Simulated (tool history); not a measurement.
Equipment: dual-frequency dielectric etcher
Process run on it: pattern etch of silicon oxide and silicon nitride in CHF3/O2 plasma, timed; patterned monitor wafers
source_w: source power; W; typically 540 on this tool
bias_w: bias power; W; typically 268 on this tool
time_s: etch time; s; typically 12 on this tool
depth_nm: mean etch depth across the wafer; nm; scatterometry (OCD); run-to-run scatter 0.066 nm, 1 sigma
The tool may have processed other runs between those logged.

| run | hour | source_w | bias_w | time_s | read-back reference wafer on the same gauge, depth_nm | depth_nm |
|---|---|---|---|---|---|---|
| 1 | 0 | 540 | 268 | 12 | 21.3 | 19.7 |
| 2 | 67.9 | 540 | 268 | 12 | 21.29 | 19.54 |
|  | 101.1 | gauge calibrated |
| 3 | 122.5 | 540 | 268 | 12 | 21.29 | 19.61 |
| 4 | 164.2 | 540 | 268 | 12 | 21.29 | 19.63 |
| 5 | 232.7 | 540 | 268 | 12 | 21.3 | 19.68 |
|  | 329.6 | upper electrode replaced, of another model than before |
| 6 | 330.1 | 540 | 268 | 12 | 21.29 | 19.54 |
| 7 | 350.9 | 540 | 268 | 12 | 21.28 | 19.5 |
|  | 384.4 | wet clean of the chamber |
| 8 | 392.9 | 540 | 209 | 13 | 21.32 | 19.99 |
| 9 | 428.2 | 540 | 268 | 12 | 21.3 | 19.65 |
|  | 507.2 | bias power generator calibrated |
| 10 | 524.3 | 500 | 268 | 9 | 21.32 | 14.42 |
|  | 535.8 | gauge calibrated |
|  | 596.6 | source power generator calibrated |
| 11 | 656 | 540 | 268 | 12 | 21.31 | 19.6 |
| 12 | 681.2 | 420 | 268 | 9 | 21.28 | 13.46 |
| 13 | 744.8 | 480 | 229 | 11 | 21.3 | 16.5 |
| 14 | 811.3 | 500 | 309 | 12 | 21.29 | 19.84 |

Predict each of these 4 candidate next runs independently; none follows another, all start after run 14:
| A | 811.7 | 540 | 268 | 13 | ? | ? |
| B | 811.7 | 540 | 268 | 9 | ? | ? |
| C | 811.7 | 540 | 268 | 13.5 | ? | ? |
| D | 811.7 | 670 | 205 | 11 | ? | ? |

| run | read-back reference wafer on the same gauge, depth_nm | depth_nm |
|---|---|---|
| A | 21.31 | 21.02 |
| B | 21.31 | 14.55 |
| C | 21.31 | 21.83 |
| D | 21.31 | 17.81 |
Stripped of hidden state, with their random variation kept, the same runs would have yielded:
| run | depth_nm |
|---|---|
| A | 21.34 |
| B | 14.77 |
| C | 22.16 |
| D | 18.07 |
